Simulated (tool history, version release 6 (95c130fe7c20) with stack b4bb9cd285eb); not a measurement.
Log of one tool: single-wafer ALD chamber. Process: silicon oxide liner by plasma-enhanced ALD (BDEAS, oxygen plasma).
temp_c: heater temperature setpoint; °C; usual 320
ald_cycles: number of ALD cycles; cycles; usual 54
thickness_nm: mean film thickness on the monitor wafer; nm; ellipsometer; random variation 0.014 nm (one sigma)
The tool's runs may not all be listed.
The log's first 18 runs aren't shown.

| run | hour | temp_c | ald_cycles | read-back reference wafer on the same gauge, thickness_nm | thickness_nm |
|---|---|---|---|---|---|
| 19 | 431.7 | 320 | 54 | 4.442 | 5.529 |
| 20 | 447 | 320 | 54 | 4.439 | 5.539 |
| 21 | 470.5 | 320 | 46 | 4.446 | 4.742 |
| 22 | 502.8 | 310 | 43 | 4.438 | 4.478 |
| 23 | 536 | 320 | 54 | 4.438 | 5.541 |
| 24 | 558.4 | 315 | 45 | 4.44 | 4.633 |
| 25 | 590.5 | 320 | 54 | 4.439 | 5.514 |
|  | 641.4 | gauge calibrated |
| 26 | 664 | 320 | 54 | 4.443 | 5.538 |
| 27 | 694.4 | 320 | 51 | 4.441 | 5.22 |

The next listed run, before its measurement:
| 28 | 718 | 309 | 61 | ? | ? |

{"run 28": {"read-back reference wafer on the same gauge, thickness_nm": 4.444, "thickness_nm": 6.332}}
Without the tool's hidden state the same run would have given thickness_nm 6.332 nm.

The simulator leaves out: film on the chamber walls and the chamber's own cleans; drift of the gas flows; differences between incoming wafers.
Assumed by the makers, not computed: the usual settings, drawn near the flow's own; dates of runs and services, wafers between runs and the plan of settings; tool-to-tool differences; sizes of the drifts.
